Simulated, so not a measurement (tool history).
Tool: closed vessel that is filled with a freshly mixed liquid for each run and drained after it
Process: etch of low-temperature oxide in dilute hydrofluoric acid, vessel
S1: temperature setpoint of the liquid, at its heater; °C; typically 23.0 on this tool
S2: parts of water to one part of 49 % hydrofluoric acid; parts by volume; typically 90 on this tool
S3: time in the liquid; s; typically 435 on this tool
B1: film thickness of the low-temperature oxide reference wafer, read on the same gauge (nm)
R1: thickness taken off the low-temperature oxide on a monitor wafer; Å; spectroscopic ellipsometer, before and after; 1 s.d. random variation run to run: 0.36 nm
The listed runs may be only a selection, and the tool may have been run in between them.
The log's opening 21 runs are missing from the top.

run	hour	S1	S2	S3	B1	R1
# hour 1519.8: thermometer replaced
# hour 1575.7: hydrofluoric acid flow meter replaced
22	1582.8	23.0	90	435	89.98	567.3
23	1679.3	23.0	125	310	90.01	279.0
24	1861.8	25.0	75	435	89.98	740.7
25	1955.3	23.0	90	435	89.97	564.6
26	2017.7	25.5	125	505	90.00	498.2
27	2111.0	23.0	90	435	90.02	567.6
28	2189.1	23.0	90	435	90.00	557.8
# hour 2240.3: hydrofluoric acid flow meter replaced
29	2266.0	23.0	120	435	89.99	408.3
30	2327.8	23.0	75	435	90.03	692.0
31	2560.1	23.0	55	290	90.00	636.5
32	2628.6	23.0	90	435	89.99	564.8

Below are 4 alternative next runs, each starting from the tool's condition after run 32. Predict each:
A	2629.4	23.0	90	435	?	?
B	2629.4	28.0	120	500	?	?
C	2629.4	23.0	130	435	?	?
D	2629.4	21.5	115	435	?	?

run	B1	R1
A	90.01	561.2
B	90.01	566.6
C	90.01	370.8
D	90.01	401.5
With the hidden condition removed and each run's random variation left untouched, the same runs would have given:
run	R1
A	572.8
B	577.6
C	378.3
D	409.9
